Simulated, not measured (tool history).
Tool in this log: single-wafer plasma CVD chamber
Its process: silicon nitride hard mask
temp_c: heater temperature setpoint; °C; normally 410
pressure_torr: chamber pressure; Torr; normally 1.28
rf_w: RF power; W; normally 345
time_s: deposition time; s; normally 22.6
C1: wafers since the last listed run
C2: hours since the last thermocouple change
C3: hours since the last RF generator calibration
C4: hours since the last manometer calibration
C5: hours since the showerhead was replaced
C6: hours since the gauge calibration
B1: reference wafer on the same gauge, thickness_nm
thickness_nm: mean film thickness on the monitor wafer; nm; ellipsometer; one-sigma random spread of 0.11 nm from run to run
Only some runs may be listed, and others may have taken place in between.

{"run": 1, "hour": 0.0, "temp_c": 410, "pressure_torr": 1.28, "rf_w": 345, "time_s": 22.6, "C1": 0, "C2": 1542.3, "C3": 530.7, "C4": 1899.5, "C5": 4171.1, "C6": 210.9, "B1": 28.024, "thickness_nm": 24.251}
{"run": 2, "hour": 28.8, "temp_c": 410, "pressure_torr": 1.28, "rf_w": 345, "time_s": 22.6, "C1": 497, "C2": 1571.1, "C3": 559.5, "C4": 1928.3, "C5": 4199.9, "C6": 239.7, "B1": 28.038, "thickness_nm": 24.444}
{"run": 3, "hour": 84.3, "temp_c": 410, "pressure_torr": 1.28, "rf_w": 345, "time_s": 19.2, "C1": 958, "C2": 1626.6, "C3": 615, "C4": 1983.8, "C5": 4255.4, "C6": 295.2, "B1": 28.072, "thickness_nm": 20.712}
{"run": 4, "hour": 115.8, "temp_c": 410, "pressure_torr": 1.28, "rf_w": 345, "time_s": 19.2, "C1": 543, "C2": 1658.1, "C3": 646.5, "C4": 2015.3, "C5": 4286.9, "C6": 326.7, "B1": 28.031, "thickness_nm": 20.896}
{"run": 5, "hour": 172.4, "temp_c": 410, "pressure_torr": 1.28, "rf_w": 345, "time_s": 19.2, "C1": 977, "C2": 1714.7, "C3": 703.1, "C4": 2071.9, "C5": 4343.5, "C6": 383.3, "B1": 28.065, "thickness_nm": 20.769}
{"run": 6, "hour": 228.7, "temp_c": 410, "pressure_torr": 1.28, "rf_w": 345, "time_s": 22.6, "C1": 971, "C2": 1771, "C3": 759.4, "C4": 2128.2, "C5": 4399.8, "C6": 439.6, "B1": 28.091, "thickness_nm": 24.432}
{"run": 7, "hour": 272.5, "temp_c": 410, "pressure_torr": 1.28, "rf_w": 345, "time_s": 22.6, "C1": 756, "C2": 1814.8, "C3": 803.2, "C4": 2172, "C5": 4443.6, "C6": 483.4, "B1": 28.157, "thickness_nm": 24.266}
{"run": 8, "hour": 301.8, "temp_c": 410, "pressure_torr": 1.28, "rf_w": 345, "time_s": 22.6, "C1": 505, "C2": 1844.1, "C3": 832.5, "C4": 2201.3, "C5": 4472.9, "C6": 512.7, "B1": 28.198, "thickness_nm": 24.419}
{"hour": 390.5, "done": "RF generator calibrated"}
{"run": 9, "hour": 452.3, "temp_c": 410, "pressure_torr": 1.28, "rf_w": 345, "time_s": 22.6, "C1": 2460, "C2": 1994.6, "C3": 61.8, "C4": 2351.8, "C5": 4623.4, "C6": 663.2, "B1": 28.297, "thickness_nm": 24.645}
{"run": 10, "hour": 485.8, "temp_c": 410, "pressure_torr": 1.28, "rf_w": 345, "time_s": 24.9, "C1": 578, "C2": 2028.1, "C3": 95.3, "C4": 2385.3, "C5": 4656.9, "C6": 696.7, "B1": 28.331, "thickness_nm": 27.231}
{"hour": 533.0, "done": "capacitance manometer re-zeroed and calibrated"}
{"run": 11, "hour": 538.0, "temp_c": 410, "pressure_torr": 1.28, "rf_w": 345, "time_s": 22.6, "C1": 763, "C2": 2080.3, "C3": 147.5, "C4": 5, "C5": 4709.1, "C6": 748.9, "B1": 28.408, "thickness_nm": 24.619}
{"run": 12, "hour": 698.6, "temp_c": 410, "pressure_torr": 1.28, "rf_w": 345, "time_s": 22.6, "C1": 2772, "C2": 2240.9, "C3": 308.1, "C4": 165.6, "C5": 4869.7, "C6": 909.5, "B1": 28.506, "thickness_nm": 24.93}
{"run": 13, "hour": 735.3, "temp_c": 410, "pressure_torr": 1.28, "rf_w": 345, "time_s": 22.6, "C1": 633, "C2": 2277.6, "C3": 344.8, "C4": 202.3, "C5": 4906.4, "C6": 946.2, "B1": 28.588, "thickness_nm": 25.132}
{"hour": 781.1, "done": "showerhead replaced"}
{"run": 14, "hour": 797.5, "temp_c": 410, "pressure_torr": 1.28, "rf_w": 345, "time_s": 22.6, "C1": 935, "C2": 2339.8, "C3": 407, "C4": 264.5, "C5": 16.4, "C6": 1008.4, "B1": 28.634, "thickness_nm": 24.85}

Run 15 comes next. What will it give?
{"run": 15, "hour": 859.9, "temp_c": 410, "pressure_torr": 1.28, "rf_w": 345, "time_s": 22.6, "C1": 1077, "C2": 2402.2, "C3": 469.4, "C4": 326.9, "C5": 78.8, "C6": 1070.8, "B1": "?", "thickness_nm": "?"}

{"run 15": {"B1": 28.71, "thickness_nm": 25.155}}
The same run, on a tool lacking any hidden state, would have yielded thickness_nm 24.61 nm.
